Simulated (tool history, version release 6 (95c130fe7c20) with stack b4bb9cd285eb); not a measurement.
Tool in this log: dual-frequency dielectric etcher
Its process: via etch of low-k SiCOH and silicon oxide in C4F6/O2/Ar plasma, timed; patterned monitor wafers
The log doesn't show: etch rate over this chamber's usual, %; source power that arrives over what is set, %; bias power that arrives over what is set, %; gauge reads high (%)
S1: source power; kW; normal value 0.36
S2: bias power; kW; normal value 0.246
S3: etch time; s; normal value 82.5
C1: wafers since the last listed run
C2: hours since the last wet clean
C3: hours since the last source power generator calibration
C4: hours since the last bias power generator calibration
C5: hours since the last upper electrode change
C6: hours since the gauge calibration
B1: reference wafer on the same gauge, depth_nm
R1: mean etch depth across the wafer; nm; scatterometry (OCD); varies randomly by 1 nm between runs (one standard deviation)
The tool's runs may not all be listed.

run 1 hour=0 | S1=0.36 S2=0.246 S3=82.5 | C1=0 C2=244.8 C3=3929.2 C4=3972.6 C5=4496.5 C6=294.6 | B1=194.2 | R1=248.8
run 2 hour=14.2 | S1=0.36 S2=0.246 S3=82.5 | C1=119 C2=259 C3=3943.4 C4=3986.8 C5=4510.7 C6=308.8 | B1=193.9 | R1=248.7
run 3 hour=37.3 | S1=0.36 S2=0.246 S3=77.5 | C1=195 C2=282.1 C3=3966.5 C4=4009.9 C5=4533.8 C6=331.9 | B1=194 | R1=233.1
run 4 hour=52.6 | S1=0.38 S2=0.246 S3=82.5 | C1=129 C2=297.4 C3=3981.8 C4=4025.2 C5=4549.1 C6=347.2 | B1=194 | R1=254.6
run 5 hour=77.6 | S1=0.38 S2=0.246 S3=82.5 | C1=211 C2=322.4 C3=4006.8 C4=4050.2 C5=4574.1 C6=372.2 | B1=194 | R1=258.5
run 6 hour=92.7 | S1=0.38 S2=0.246 S3=82.5 | C1=127 C2=337.5 C3=4021.9 C4=4065.3 C5=4589.2 C6=387.3 | B1=194 | R1=257.4
run 7 hour=119.2 | S1=0.36 S2=0.246 S3=98 | C1=223 C2=364 C3=4048.4 C4=4091.8 C5=4615.7 C6=413.8 | B1=194 | R1=299.5
run 8 hour=133.4 | S1=0.36 S2=0.246 S3=98 | C1=119 C2=378.2 C3=4062.6 C4=4106 C5=4629.9 C6=428 | B1=194 | R1=301.2
run 9 hour=191.8 | S1=0.36 S2=0.246 S3=98 | C1=493 C2=436.6 C3=4121 C4=4164.4 C5=4688.3 C6=486.4 | B1=193.9 | R1=303.5
run 10 hour=219.6 | S1=0.36 S2=0.246 S3=82.5 | C1=234 C2=464.4 C3=4148.8 C4=4192.2 C5=4716.1 C6=514.2 | B1=194.2 | R1=254.8
-- hour=231.4 source power generator calibrated
-- hour=248.3 wet clean of the chamber
run 11 hour=248.8 | S1=0.36 S2=0.246 S3=82.5 | C1=69 C2=0.5 C3=17.4 C4=4221.4 C5=4745.3 C6=543.4 | B1=194.2 | R1=243
run 12 hour=261.9 | S1=0.36 S2=0.246 S3=82.5 | C1=110 C2=13.6 C3=30.5 C4=4234.5 C5=4758.4 C6=556.5 | B1=193.9 | R1=242
run 13 hour=274.9 | S1=0.36 S2=0.246 S3=82.5 | C1=109 C2=26.6 C3=43.5 C4=4247.5 C5=4771.4 C6=569.5 | B1=193.9 | R1=241.1
run 14 hour=288.8 | S1=0.36 S2=0.223 S3=72.5 | C1=117 C2=40.5 C3=57.4 C4=4261.4 C5=4785.3 C6=583.4 | B1=194.1 | R1=207.3
run 15 hour=310.2 | S1=0.36 S2=0.218 S3=60 | C1=180 C2=61.9 C3=78.8 C4=4282.8 C5=4806.7 C6=604.8 | B1=193.7 | R1=170.1

Expected results for the next run?
run 16 hour=328.2 | S1=0.36 S2=0.301 S3=98 | C1=152 C2=79.9 C3=96.8 C4=4300.8 C5=4824.7 C6=622.8 | B1=? | R1=?

B1: 194.5
R1: 310.6 nm
Had the tool carried no hidden state, the very same run would have given R1 307.5 nm.
